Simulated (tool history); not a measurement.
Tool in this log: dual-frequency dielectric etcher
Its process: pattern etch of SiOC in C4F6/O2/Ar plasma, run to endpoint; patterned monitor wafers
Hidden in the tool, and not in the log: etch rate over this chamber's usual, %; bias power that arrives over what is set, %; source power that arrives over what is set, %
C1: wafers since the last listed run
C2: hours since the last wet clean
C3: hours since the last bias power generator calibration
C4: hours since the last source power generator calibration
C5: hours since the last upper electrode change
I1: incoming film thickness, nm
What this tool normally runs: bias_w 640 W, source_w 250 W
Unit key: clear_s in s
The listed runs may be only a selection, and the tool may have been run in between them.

run 1 day=0.000 | bias_w=640 source_w=230 | C1=0 C2=44.6 C3=3408.3 C4=2399.2 C5=4902.8 | I1=36.78 | clear_s=14.6
run 2 day=0.638 | bias_w=640 source_w=230 | C1=188 C2=59.9 C3=3423.6 C4=2414.5 C5=4918.1 | I1=37.01 | clear_s=14.8
run 3 day=1.800 | bias_w=576 source_w=200 | C1=343 C2=87.8 C3=3451.5 C4=2442.4 C5=4946.0 | I1=36.46 | clear_s=16.6
run 4 day=2.412 | bias_w=576 source_w=200 | C1=180 C2=102.5 C3=3466.2 C4=2457.1 C5=4960.7 | I1=36.47 | clear_s=16.5
run 5 day=3.804 | bias_w=640 source_w=250 | C1=410 C2=135.9 C3=3499.6 C4=2490.5 C5=4994.1 | I1=36.91 | clear_s=14.1
run 6 day=4.712 | bias_w=640 source_w=250 | C1=268 C2=157.7 C3=3521.4 C4=2512.3 C5=5015.9 | I1=36.52 | clear_s=13.8
run 7 day=5.975 | bias_w=640 source_w=250 | C1=372 C2=188.0 C3=3551.7 C4=2542.6 C5=5046.2 | I1=36.74 | clear_s=14.0
run 8 day=7.354 | bias_w=640 source_w=250 | C1=407 C2=221.1 C3=3584.8 C4=2575.7 C5=5079.3 | I1=36.61 | clear_s=13.9
run 9 day=8.171 | bias_w=640 source_w=250 | C1=241 C2=240.7 C3=3604.4 C4=2595.3 C5=5098.9 | I1=36.47 | clear_s=13.7
run 10 day=8.683 | bias_w=640 source_w=250 | C1=151 C2=253.0 C3=3616.7 C4=2607.6 C5=5111.2 | I1=36.69 | clear_s=13.8
run 11 day=9.496 | bias_w=640 source_w=250 | C1=239 C2=272.5 C3=3636.2 C4=2627.1 C5=5130.7 | I1=36.21 | clear_s=13.7
run 12 day=10.096 | bias_w=640 source_w=250 | C1=177 C2=286.9 C3=3650.6 C4=2641.5 C5=5145.1 | I1=36.98 | clear_s=14.0
run 13 day=11.550 | bias_w=640 source_w=250 | C1=429 C2=321.8 C3=3685.5 C4=2676.4 C5=5180.0 | I1=36.58 | clear_s=13.7
run 14 day=12.958 | bias_w=560 source_w=250 | C1=415 C2=355.6 C3=3719.3 C4=2710.2 C5=5213.8 | I1=36.09 | clear_s=14.2
run 15 day=13.938 | bias_w=640 source_w=250 | C1=289 C2=379.1 C3=3742.8 C4=2733.7 C5=5237.3 | I1=36.39 | clear_s=13.6
run 16 day=15.025 | bias_w=640 source_w=250 | C1=321 C2=405.2 C3=3768.9 C4=2759.8 C5=5263.4 | I1=36.31 | clear_s=13.6
run 17 day=16.396 | bias_w=640 source_w=250 | C1=404 C2=438.1 C3=3801.8 C4=2792.7 C5=5296.3 | I1=36.74 | clear_s=13.8
-- day=16.742 source power generator calibrated
run 18 day=17.246 | bias_w=480 source_w=200 | C1=201 C2=458.5 C3=3822.2 C4=12.1 C5=5316.7 | I1=36.56 | clear_s=17.4
run 19 day=18.396 | bias_w=640 source_w=280 | C1=339 C2=486.1 C3=3849.8 C4=39.7 C5=5344.3 | I1=36.19 | clear_s=12.6
-- day=19.588 upper electrode replaced
-- day=20.133 wet clean of the chamber
run 20 day=20.154 | bias_w=592 source_w=250 | C1=63 C2=0.5 C3=3892.0 C4=81.9 C5=13.6 | I1=36.78 | clear_s=13.7
run 21 day=20.167 | bias_w=640 source_w=190 | C1=3 C2=0.8 C3=3892.3 C4=82.2 C5=13.9 | I1=36.33 | clear_s=15.6
run 22 day=20.796 | bias_w=640 source_w=250 | C1=185 C2=15.9 C3=3907.4 C4=97.3 C5=29.0 | I1=36.80 | clear_s=13.3
run 23 day=22.008 | bias_w=780 source_w=250 | C1=357 C2=45.0 C3=3936.5 C4=126.4 C5=58.1 | I1=36.68 | clear_s=12.3
run 24 day=23.104 | bias_w=503 source_w=200 | C1=323 C2=71.3 C3=3962.8 C4=152.7 C5=84.4 | I1=36.49 | clear_s=16.5
run 25 day=24.388 | bias_w=640 source_w=250 | C1=378 C2=102.1 C3=3993.6 C4=183.5 C5=115.2 | I1=36.56 | clear_s=13.1
-- day=25.883 wet clean of the chamber, repeated, since the last time left the tool worse
run 26 day=25.904 | bias_w=766 source_w=230 | C1=152 C2=0.5 C3=4030.0 C4=219.9 C5=151.6 | I1=36.67 | clear_s=13.8
-- day=26.758 bias power generator calibrated
run 27 day=26.779 | bias_w=577 source_w=310 | C1=209 C2=21.5 C3=0.5 C4=240.9 C5=172.6 | I1=36.48 | clear_s=13.1
run 28 day=28.192 | bias_w=560 source_w=250 | C1=416 C2=55.4 C3=34.4 C4=274.8 C5=206.5 | I1=36.54 | clear_s=14.8
run 29 day=29.229 | bias_w=566 source_w=210 | C1=306 C2=80.3 C3=59.3 C4=299.7 C5=231.4 | I1=36.56 | clear_s=16.3
run 30 day=30.358 | bias_w=482 source_w=230 | C1=333 C2=107.4 C3=86.4 C4=326.8 C5=258.5 | I1=36.59 | clear_s=16.4
run 31 day=31.142 | bias_w=576 source_w=200 | C1=231 C2=126.2 C3=105.2 C4=345.6 C5=277.3 | I1=36.79 | clear_s=16.8
run 32 day=32.350 | bias_w=727 source_w=190 | C1=356 C2=155.2 C3=134.2 C4=374.6 C5=306.3 | I1=36.68 | clear_s=15.8
run 33 day=33.617 | bias_w=640 source_w=250 | C1=373 C2=185.6 C3=164.6 C4=405.0 C5=336.7 | I1=36.89 | clear_s=14.0
run 34 day=34.692 | bias_w=640 source_w=250 | C1=317 C2=211.4 C3=190.4 C4=430.8 C5=362.5 | I1=36.73 | clear_s=13.9

5 options for the next run, each taken on its own from the tool as it stands now. Forecast them:
run A day=34.708 | bias_w=746 source_w=250 | C1=4 C2=211.8 C3=190.8 C4=431.2 C5=362.9 | I1=37.23 | clear_s=?
run B day=34.708 | bias_w=757 source_w=230 | C1=4 C2=211.8 C3=190.8 C4=431.2 C5=362.9 | I1=37.23 | clear_s=?
run C day=34.708 | bias_w=782 source_w=210 | C1=4 C2=211.8 C3=190.8 C4=431.2 C5=362.9 | I1=37.23 | clear_s=?
run D day=34.708 | bias_w=710 source_w=250 | C1=4 C2=211.8 C3=190.8 C4=431.2 C5=362.9 | I1=37.23 | clear_s=?
run E day=34.708 | bias_w=729 source_w=200 | C1=4 C2=211.8 C3=190.8 C4=431.2 C5=362.9 | I1=37.23 | clear_s=?

run=A clear_s=13.3
run=B clear_s=13.8
run=C clear_s=14.4
run=D clear_s=13.5
run=E clear_s=15.3
Without the tool's unlogged condition, the same runs would have read:
run=A clear_s=13.4
run=B clear_s=14.0
run=C clear_s=14.5
run=D clear_s=13.7
run=E clear_s=15.4
